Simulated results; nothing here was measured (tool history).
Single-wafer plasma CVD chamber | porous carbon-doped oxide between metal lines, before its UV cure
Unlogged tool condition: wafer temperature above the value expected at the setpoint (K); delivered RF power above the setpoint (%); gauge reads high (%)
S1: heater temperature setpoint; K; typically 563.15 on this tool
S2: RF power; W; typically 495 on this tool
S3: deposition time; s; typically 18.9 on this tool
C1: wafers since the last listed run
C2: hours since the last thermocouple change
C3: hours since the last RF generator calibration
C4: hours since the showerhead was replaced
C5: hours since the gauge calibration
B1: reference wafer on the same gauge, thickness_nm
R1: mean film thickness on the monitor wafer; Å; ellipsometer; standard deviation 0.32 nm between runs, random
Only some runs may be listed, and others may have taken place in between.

run   hour      S1   S2    S3   C1      C2      C3      C4     C5       B1       R1
  1      0  555.15  495  18.9    0  2723.4  1967.8    7365   58.7  115.936   1148.2
  2   10.3  555.15  495  18.9  253  2733.7  1978.1  7375.3     69  115.896  1144.38
  3   17.1  563.15  495  18.9  167  2740.5  1984.9  7382.1   75.8  115.999   1085.6
  4   34.5  563.15  495  18.9  428  2757.9  2002.3  7399.5   93.2  116.127  1082.86
  5   42.7  563.15  495  16.7  201  2766.1  2010.5  7407.7  101.4  115.961   963.32
  6   54.7  563.15  495  16.7  295  2778.1  2022.5  7419.7  113.4  115.922   962.04
  7   69.4  563.15  495  16.7  361  2792.8  2037.2  7434.4  128.1  116.006   959.77
  8   77.4  568.15  445  22.6  196  2800.8  2045.2  7442.4  136.1  116.049  1137.94
      90.7  -- RF generator calibrated
      93.6  -- showerhead replaced
      96.8  -- gauge calibrated
      98.9  -- thermocouple changed; heater temperature recalibrated
  9   99.4  563.15  495  20.7  143     0.5     8.7     5.8    2.6  116.123  1176.64
 10   99.7  574.15  495  17.1    7     0.8       9     6.1    2.9  116.032   914.49
 11  105.5  572.15  570  16.3  142     6.6    14.8    11.9    8.7  115.997    976.3
 12  123.3  563.15  495  18.9  438    24.4    32.6    29.7   26.5  116.003  1079.02
 13  137.6  563.15  525  18.9  352    38.7    46.9      44   40.8  116.078  1130.53
 14  149.4  563.15  495  18.9  290    50.5    58.7    55.8   52.6  115.841  1080.31

Branching from run 14: 5 alternative next runs. What would each branch give?
  A  149.8  563.15  495  18.9   9  50.9  59.1  56.2  53   ?   ?
  B  149.8  563.15  495  15.3   9  50.9  59.1  56.2  53   ?   ?
  C  149.8  563.15  495  15.1   9  50.9  59.1  56.2  53   ?   ?
  D  149.8  577.15  445  21.4   9  50.9  59.1  56.2  53   ?   ?
  E  149.8  575.15  400  20.2   9  50.9  59.1  56.2  53   ?   ?

run       B1       R1
  A  115.966  1086.09
  B  115.966   885.85
  C  115.966   874.69
  D  115.966  1025.47
  E  115.966   892.49
Take away the tool's hidden state, keep each run's random variation, and the runs would have read:
run       R1
  A  1086.09
  B   885.85
  C   874.69
  D  1025.47
  E   892.49
